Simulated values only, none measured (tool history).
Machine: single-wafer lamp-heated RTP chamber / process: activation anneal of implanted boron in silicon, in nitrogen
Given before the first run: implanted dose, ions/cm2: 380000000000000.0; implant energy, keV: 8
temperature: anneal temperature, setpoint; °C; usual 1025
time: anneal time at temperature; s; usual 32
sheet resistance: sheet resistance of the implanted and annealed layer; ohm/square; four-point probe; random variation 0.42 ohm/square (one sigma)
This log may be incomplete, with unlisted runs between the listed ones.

run,hour,temperature,time,"read-back reference wafer on the same gauge, sheet resistance",sheet resistance
1,0,1025,32,248.32,280.77
2,79.7,1025,32,248.76,281.44
# hour 111.6: pyrometer window cleaned and pyrometer calibrated
# hour 132.9: reflector plate cleaned
3,174.6,1025,32,248.83,282.69
4,263.9,1025,32,249.14,282.32
5,301.5,1025,32,249.08,283.37
6,391.9,1025,32,249.28,282.67
7,431,1025,32,249.57,283.1
8,532.4,1025,32,249.51,282.55
# hour 566.5: pyrometer window cleaned and pyrometer calibrated
9,625.8,1025,32,249.75,283.75
10,717.5,1025,40,249.71,282.01
11,759.9,1025,40,249.81,283
12,810.7,1025,32,249.69,282.41
13,897.8,1025,45,249.82,281.25
14,965.6,1025,32,250,283.22
# hour 987.6: pyrometer window cleaned and pyrometer calibrated
15,1004.6,1025,32,250.03,283.79
# hour 1028.8: reflector plate cleaned
16,1076.2,1054,25,250.03,282.65
# hour 1086.3: gauge calibrated
17,1143.6,1050,26,247.44,280.18
18,1186.1,1007,44,247.81,281.25
19,1286.1,1025,32,248.3,281.78
20,1363.3,1049,48,248.57,276.95
# hour 1411.7: pyrometer window cleaned and pyrometer calibrated
21,1470.8,1025,20,248.84,283.48
22,1570.7,1025,16,249.14,285.55
23,1644.3,1025,32,249.46,282.73
24,1686.8,1044,15,249.54,285.21
# hour 1771.8: reflector plate cleaned
25,1788.6,1036,27,249.74,282.36
26,1885.3,1025,32,249.81,282.74
# hour 1908.5: pyrometer window cleaned and pyrometer calibrated
27,1979.5,999,32,249.85,286.74
28,2073.9,1025,32,250.05,283.47
29,2197.1,1046,32,250.13,282.51
30,2285.9,1006,23,250.19,286.74
# hour 2389.2: pyrometer window cleaned and pyrometer calibrated
31,2393.5,1025,32,250.32,283.09

Alternative continuations, all from the tool just after run 31; predict every row:
A,2393.9,1025,32,?,?
B,2393.9,997,18,?,?
C,2393.9,1000,47,?,?

run,"read-back reference wafer on the same gauge, sheet resistance",sheet resistance
A,250.27,283.84
B,250.27,289.63
C,250.27,285.36
Had the tool no hidden state, the same runs would have come out as:
run,sheet resistance
A,280.13
B,285.84
C,281.63
